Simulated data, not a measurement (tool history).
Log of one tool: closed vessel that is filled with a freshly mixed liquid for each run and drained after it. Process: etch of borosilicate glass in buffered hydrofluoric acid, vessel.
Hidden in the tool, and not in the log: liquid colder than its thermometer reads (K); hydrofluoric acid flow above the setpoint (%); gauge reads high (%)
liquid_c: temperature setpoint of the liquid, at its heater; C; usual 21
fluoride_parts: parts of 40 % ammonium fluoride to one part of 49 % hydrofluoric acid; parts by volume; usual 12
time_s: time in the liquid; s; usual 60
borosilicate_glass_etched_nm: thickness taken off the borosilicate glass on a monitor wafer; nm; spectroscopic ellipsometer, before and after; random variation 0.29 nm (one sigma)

run   hour  liquid_c  fluoride_parts  time_s  wafers since the last listed run  hours since the thermometer was replaced  hours since the hydrofluoric acid flow meter was replaced  hours since the gauge calibration  read-back film thickness of the borosilicate glass reference wafer, read on the same gauge (nm)  borosilicate_glass_etched_nm
  1      0      23.5              12      60                                 0                                       974                                                      830.2                               73.2                                                                                           130.02                         56.09
  2    7.5      23.5              12      60                               943                                     981.5                                                      837.7                               80.7                                                                                           129.99                          56.2
  3   18.4        21              12      60                              1370                                     992.4                                                      848.6                               91.6                                                                                           130.03                         49.31
  4   33.7        21              12      60                              1924                                    1007.7                                                      863.9                              106.9                                                                                           130.01                         48.81
  5   42.8        21              12      60                              1144                                    1016.8                                                        873                                116                                                                                           130.01                         48.98
  6     54        21              12      85                              1408                                      1028                                                      884.2                              127.2                                                                                           130.01                         69.66
  7   70.3        21              12      85                              2050                                    1044.3                                                      900.5                              143.5                                                                                           129.98                         68.56
      76.4  -- hydrofluoric acid flow meter replaced
  8   87.8        21              12      85                              2075                                    1061.8                                                       11.4                                161                                                                                           129.98                          68.6
      93.6  -- thermometer replaced
  9  102.6      17.5              12      60                              1735                                         9                                                       26.2                              175.8                                                                                           129.99                         45.39
 10    111        21               9      60                              1056                                      17.4                                                       34.6                              184.2                                                                                              130                         71.53
 11  121.1        25              10      85                              1270                                      27.5                                                       44.7                              194.3                                                                                           129.98                         116.6
 12  134.3      24.5              12      50                              1660                                      40.7                                                       57.9                              207.5                                                                                           130.01                         55.77
 13  140.7        18              17      80                               804                                      47.1                                                       64.3                              213.9                                                                                           129.98                         44.48
     143.5  -- gauge calibrated
 14  157.7        21              12      85                              2138                                      64.1                                                       81.3                               14.2                                                                                           130.01                         78.49
 15  164.7        21              12      40                               880                                      71.1                                                       88.3                               21.2                                                                                           129.99                         36.75
 16  174.8      23.5              12      75                              1270                                      81.2                                                       98.4                               31.3                                                                                           129.96                         79.23
 17  183.6        21              12      60                              1106                                        90                                                      107.2                               40.1                                                                                           129.99                         55.02
 18  200.6        21              12      60                              2138                                       107                                                      124.2                               57.1                                                                                           129.99                         55.06
 19  212.5        21              16      35                              1496                                     118.9                                                      136.1                                 69                                                                                           130.01                         23.83

5 ways to go on from here, each from the tool as it stands after run 19. What would each give?
  A  213.2        21              12      60                                88                                     119.6                                                      136.8                               69.7                                                                                                ?                             ?
  B  213.2        21             8.5      60                                88                                     119.6                                                      136.8                               69.7                                                                                                ?                             ?
  C  213.2        24               8      60                                88                                     119.6                                                      136.8                               69.7                                                                                                ?                             ?
  D  213.2        19              12      30                                88                                     119.6                                                      136.8                               69.7                                                                                                ?                             ?
  E  213.2        21              12      35                                88                                     119.6                                                      136.8                               69.7                                                                                                ?                             ?

run  read-back film thickness of the borosilicate glass reference wafer, read on the same gauge (nm)  borosilicate_glass_etched_nm
  A                                                                                           129.99                         55.14
  B                                                                                           129.99                         75.29
  C                                                                                           129.99                         94.63
  D                                                                                           129.99                          24.7
  E                                                                                           129.99                         32.16
Without the tool's hidden state the same runs would have given:
run  borosilicate_glass_etched_nm
  A                         56.26
  B                         76.82
  C                         96.52
  D                         25.21
  E                         32.82

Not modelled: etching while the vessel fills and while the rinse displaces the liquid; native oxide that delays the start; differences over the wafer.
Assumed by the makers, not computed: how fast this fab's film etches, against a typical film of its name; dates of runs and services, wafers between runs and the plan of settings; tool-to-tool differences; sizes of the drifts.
